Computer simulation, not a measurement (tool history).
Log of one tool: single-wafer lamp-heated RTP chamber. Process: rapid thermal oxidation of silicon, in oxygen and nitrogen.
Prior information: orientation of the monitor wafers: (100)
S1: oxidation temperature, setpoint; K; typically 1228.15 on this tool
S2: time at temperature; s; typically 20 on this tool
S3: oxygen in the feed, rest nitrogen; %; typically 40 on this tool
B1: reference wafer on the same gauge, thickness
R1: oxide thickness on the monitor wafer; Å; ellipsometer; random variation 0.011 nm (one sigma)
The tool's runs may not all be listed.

run 1 hour=0 | S1=1228.15 S2=20 S3=40 | B1=2.079 | R1=26.3
run 2 hour=14.2 | S1=1228.15 S2=20 S3=17 | B1=2.08 | R1=24
run 3 hour=29.9 | S1=1228.15 S2=20 S3=17 | B1=2.079 | R1=23.89
run 4 hour=42.8 | S1=1228.15 S2=20 S3=17 | B1=2.081 | R1=23.85
run 5 hour=54.8 | S1=1228.15 S2=20 S3=40 | B1=2.081 | R1=26.5
run 6 hour=67.7 | S1=1228.15 S2=20 S3=40 | B1=2.081 | R1=26.65
run 7 hour=74.3 | S1=1228.15 S2=20 S3=40 | B1=2.081 | R1=26.6
run 8 hour=81.3 | S1=1209.15 S2=20 S3=40 | B1=2.078 | R1=24.84
run 9 hour=94.2 | S1=1209.15 S2=20 S3=40 | B1=2.081 | R1=24.99
run 10 hour=100.9 | S1=1209.15 S2=20 S3=40 | B1=2.079 | R1=25.05
run 11 hour=110.9 | S1=1242.15 S2=20 S3=53 | B1=2.08 | R1=29.53
run 12 hour=121.2 | S1=1242.15 S2=20 S3=53 | B1=2.082 | R1=29.49
run 13 hour=133.8 | S1=1228.15 S2=20 S3=40 | B1=2.081 | R1=26.6
run 14 hour=145.3 | S1=1228.15 S2=20 S3=40 | B1=2.08 | R1=26.72
-- hour=178.9 pyrometer window cleaned and pyrometer calibrated
run 15 hour=179.4 | S1=1228.15 S2=20 S3=40 | B1=2.081 | R1=25.61
run 16 hour=182.7 | S1=1228.15 S2=20 S3=40 | B1=2.08 | R1=25.63
run 17 hour=199.9 | S1=1228.15 S2=20 S3=40 | B1=2.08 | R1=25.8
run 18 hour=212.1 | S1=1228.15 S2=20 S3=40 | B1=2.078 | R1=25.85
-- hour=223.2 oxygen flow controller replaced
run 19 hour=223.7 | S1=1209.15 S2=24 S3=51 | B1=2.079 | R1=25.95
run 20 hour=230.3 | S1=1244.15 S2=12 S3=40 | B1=2.082 | R1=24.45
run 21 hour=239.5 | S1=1228.15 S2=20 S3=40 | B1=2.079 | R1=25.78
run 22 hour=247.1 | S1=1204.15 S2=12 S3=59 | B1=2.079 | R1=22.95
run 23 hour=258.8 | S1=1242.15 S2=20 S3=53 | B1=2.079 | R1=28.3
-- hour=306.3 gauge calibrated
run 24 hour=307 | S1=1242.15 S2=11 S3=40 | B1=2.081 | R1=23.91
run 25 hour=314 | S1=1199.15 S2=26 S3=51 | B1=2.08 | R1=25.9
run 26 hour=325.9 | S1=1250.15 S2=20 S3=40 | B1=2.08 | R1=27.88
run 27 hour=334.7 | S1=1228.15 S2=15 S3=30 | B1=2.08 | R1=24.02
run 28 hour=345.9 | S1=1220.15 S2=20 S3=40 | B1=2.079 | R1=25.23
run 29 hour=356.2 | S1=1228.15 S2=20 S3=40 | B1=2.079 | R1=25.87
run 30 hour=369.1 | S1=1228.15 S2=20 S3=52 | B1=2.08 | R1=26.9
run 31 hour=380.6 | S1=1210.15 S2=20 S3=40 | B1=2.078 | R1=24.48
run 32 hour=391.1 | S1=1212.15 S2=14 S3=50 | B1=2.08 | R1=23.99
run 33 hour=398.8 | S1=1215.15 S2=17 S3=58 | B1=2.079 | R1=25.16
run 34 hour=414.4 | S1=1228.15 S2=20 S3=31 | B1=2.08 | R1=25.25
run 35 hour=421.2 | S1=1218.15 S2=16 S3=69 | B1=2.081 | R1=25.98
run 36 hour=432.2 | S1=1228.15 S2=20 S3=40 | B1=2.079 | R1=26.01
run 37 hour=441 | S1=1205.15 S2=30 S3=62 | B1=2.079 | R1=27.98
run 38 hour=459 | S1=1199.15 S2=15 S3=20 | B1=2.079 | R1=21.93

4 options for the next run, each taken on its own from the tool as it stands now. Forecast them:
run A hour=459.5 | S1=1228.15 S2=20 S3=40 | B1=? | R1=?
run B hour=459.5 | S1=1228.15 S2=29 S3=40 | B1=? | R1=?
run C hour=459.5 | S1=1217.15 S2=27 S3=22 | B1=? | R1=?
run D hour=459.5 | S1=1252.15 S2=20 S3=40 | B1=? | R1=?

run=A B1=2.079 R1=26.2
run=B B1=2.079 R1=28.6
run=C B1=2.079 R1=25.11
run=D B1=2.079 R1=28.69
Had the tool no hidden state, the same runs would have come out as:
run=A R1=25.86
run=B R1=28.14
run=C R1=24.87
run=D R1=28.21

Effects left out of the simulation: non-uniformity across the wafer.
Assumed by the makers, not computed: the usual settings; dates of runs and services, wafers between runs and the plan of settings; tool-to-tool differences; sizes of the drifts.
